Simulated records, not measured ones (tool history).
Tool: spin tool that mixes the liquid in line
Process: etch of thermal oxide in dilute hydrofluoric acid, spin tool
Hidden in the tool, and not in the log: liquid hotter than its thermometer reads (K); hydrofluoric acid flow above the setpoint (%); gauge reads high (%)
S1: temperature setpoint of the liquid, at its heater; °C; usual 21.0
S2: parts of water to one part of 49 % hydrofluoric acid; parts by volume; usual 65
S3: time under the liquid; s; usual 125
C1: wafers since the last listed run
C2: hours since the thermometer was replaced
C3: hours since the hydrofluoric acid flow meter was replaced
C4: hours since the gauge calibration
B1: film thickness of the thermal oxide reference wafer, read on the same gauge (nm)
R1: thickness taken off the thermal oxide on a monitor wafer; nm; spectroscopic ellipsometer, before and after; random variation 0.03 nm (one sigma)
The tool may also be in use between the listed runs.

run,day,S1,S2,S3,C1,C2,C3,C4,B1,R1
1,0.000,21.0,65,125,0,792.2,1340.1,683.9,109.98,8.48
2,1.992,21.0,65,125,470,840.0,1387.9,731.7,110.03,8.49
# day 3.050: thermometer replaced
3,4.021,21.0,65,125,469,23.3,1436.6,780.4,109.97,8.51
4,7.721,21.0,65,125,874,112.1,1525.4,869.2,109.97,8.49
5,9.854,21.0,65,125,503,163.3,1576.6,920.4,110.01,8.55
6,12.567,21.0,65,125,640,228.4,1641.7,985.5,110.00,8.54
7,16.454,21.0,65,125,918,321.7,1735.0,1078.8,110.02,8.54
8,20.050,21.0,65,125,849,408.0,1821.3,1165.1,110.01,8.51
9,22.475,21.0,65,125,572,466.2,1879.5,1223.3,109.99,8.54
10,25.821,21.0,85,125,790,546.5,1959.8,1303.6,110.03,6.43
11,27.642,21.0,85,125,430,590.2,2003.5,1347.3,109.97,6.39
12,31.546,21.0,85,125,922,683.9,2097.2,1441.0,110.00,6.42
# day 35.042: hydrofluoric acid flow meter replaced
13,35.825,23.5,65,125,1000,786.6,18.8,1543.7,110.04,9.24
14,39.792,23.5,65,125,937,881.8,114.0,1638.9,109.99,9.26
15,42.725,21.0,65,125,692,952.2,184.4,1709.3,109.99,8.32
# day 42.779: thermometer replaced
16,46.188,21.0,65,125,808,81.8,267.5,1792.4,110.01,8.32
17,50.317,21.0,75,70,975,180.9,366.6,1891.5,109.99,4.01
18,52.846,23.0,40,95,597,241.6,427.3,1952.2,109.99,11.63
# day 53.667: gauge calibrated
19,55.217,24.5,95,125,560,298.5,484.2,37.2,109.99,6.36
20,57.971,17.0,35,150,650,364.6,550.3,103.3,109.97,16.33
21,62.212,23.0,75,85,1001,466.4,652.1,205.1,110.05,5.30
22,63.796,21.0,65,125,374,504.4,690.1,243.1,110.00,8.42
23,67.083,17.0,65,190,776,583.3,769.0,322.0,110.00,10.85
24,70.504,21.0,75,125,808,665.4,851.1,404.1,110.02,7.25
25,72.988,21.0,65,125,586,725.0,910.7,463.7,109.99,8.44
26,75.238,21.0,65,125,531,779.0,964.7,517.7,110.00,8.43
27,79.396,21.0,65,125,982,878.8,1064.5,617.5,109.97,8.40
28,81.379,21.0,75,170,468,926.4,1112.1,665.1,109.99,9.87
# day 82.654: thermometer replaced
29,85.421,24.5,40,100,944,66.4,1209.1,762.1,110.01,13.15
30,88.175,21.0,65,125,650,132.5,1275.2,828.2,109.99,8.44

The tool's hidden state at each run:
liquid hotter than its thermometer reads (K): 0 in every run
gauge reads high (%): 0 in every run
H1: hydrofluoric acid flow above the setpoint (%)
run,H1
1,1.84
2,1.91
3,1.97
4,2.09
5,2.16
6,2.25
7,2.37
8,2.49
9,2.56
10,2.67
11,2.73
12,2.86
13,0.182
14,0.31
15,0.404
16,0.515
17,0.648
18,0.729
19,0.806
20,0.894
21,1.03
22,1.08
23,1.19
24,1.3
25,1.38
26,1.45
27,1.58
28,1.65
29,1.78
30,1.87

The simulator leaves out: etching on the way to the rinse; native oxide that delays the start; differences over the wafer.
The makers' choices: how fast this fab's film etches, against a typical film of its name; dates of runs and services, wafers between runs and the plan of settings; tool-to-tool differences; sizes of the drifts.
